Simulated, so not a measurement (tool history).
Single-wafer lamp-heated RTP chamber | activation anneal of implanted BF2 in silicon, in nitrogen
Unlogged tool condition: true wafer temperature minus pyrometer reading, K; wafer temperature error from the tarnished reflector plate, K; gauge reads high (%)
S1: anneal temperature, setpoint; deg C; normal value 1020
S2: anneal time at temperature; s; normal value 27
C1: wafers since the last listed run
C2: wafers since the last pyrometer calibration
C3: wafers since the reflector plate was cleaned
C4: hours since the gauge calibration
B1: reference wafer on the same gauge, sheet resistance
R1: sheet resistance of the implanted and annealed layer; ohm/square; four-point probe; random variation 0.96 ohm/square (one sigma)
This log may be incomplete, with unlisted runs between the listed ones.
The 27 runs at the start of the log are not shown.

{"run": 28, "hour": 392.8, "S1": 1045, "S2": 22, "C1": 120, "C2": 600, "C3": 393, "C4": 32.2, "B1": 695.41, "R1": 641.57}
{"run": 29, "hour": 410.4, "S1": 1020, "S2": 13, "C1": 170, "C2": 770, "C3": 564, "C4": 49.8, "B1": 695.38, "R1": 648.56}
{"run": 30, "hour": 424.1, "S1": 1020, "S2": 18, "C1": 132, "C2": 902, "C3": 696, "C4": 63.5, "B1": 695.98, "R1": 648.8}
{"run": 31, "hour": 436.2, "S1": 994, "S2": 16, "C1": 117, "C2": 1020, "C3": 814, "C4": 75.6, "B1": 696.26, "R1": 649.99}
{"run": 32, "hour": 444.5, "S1": 1002, "S2": 27, "C1": 80, "C2": 1100, "C3": 894, "C4": 83.9, "B1": 696.36, "R1": 647.96}
{"run": 33, "hour": 455.8, "S1": 1020, "S2": 27, "C1": 109, "C2": 1209, "C3": 1003, "C4": 95.2, "B1": 696.82, "R1": 643.29}
{"run": 34, "hour": 464.3, "S1": 1045, "S2": 41, "C1": 82, "C2": 1292, "C3": 1086, "C4": 103.7, "B1": 696.88, "R1": 635.67}
{"run": 35, "hour": 471.8, "S1": 1006, "S2": 14, "C1": 72, "C2": 1364, "C3": 1158, "C4": 111.2, "B1": 696.83, "R1": 650.93}
{"run": 36, "hour": 486.1, "S1": 1029, "S2": 27, "C1": 138, "C2": 1503, "C3": 1297, "C4": 125.5, "B1": 697.1, "R1": 642.46}
{"run": 37, "hour": 492.7, "S1": 996, "S2": 38, "C1": 63, "C2": 1566, "C3": 1360, "C4": 132.1, "B1": 697.14, "R1": 646.42}

Consider 4 possible next runs. They are alternatives, not a sequence: every one starts from the tool as it was left by run 37. What does each give?
{"run": "A", "hour": 493.1, "S1": 1020, "S2": 27, "C1": 3, "C2": 1570, "C3": 1364, "C4": 132.5, "B1": "?", "R1": "?"}
{"run": "B", "hour": 493.1, "S1": 997, "S2": 14, "C1": 3, "C2": 1570, "C3": 1364, "C4": 132.5, "B1": "?", "R1": "?"}
{"run": "C", "hour": 493.1, "S1": 1049, "S2": 11, "C1": 3, "C2": 1570, "C3": 1364, "C4": 132.5, "B1": "?", "R1": "?"}
{"run": "D", "hour": 493.1, "S1": 1006, "S2": 41, "C1": 3, "C2": 1570, "C3": 1364, "C4": 132.5, "B1": "?", "R1": "?"}

run=A B1=697.18 R1=645.35
run=B B1=697.18 R1=653.32
run=C B1=697.18 R1=649.87
run=D B1=697.18 R1=643.61
Stripped of hidden state, with their random variation kept, the same runs would have yielded:
run=A R1=643.16
run=B R1=651.1
run=C R1=647.67
run=D R1=641.43
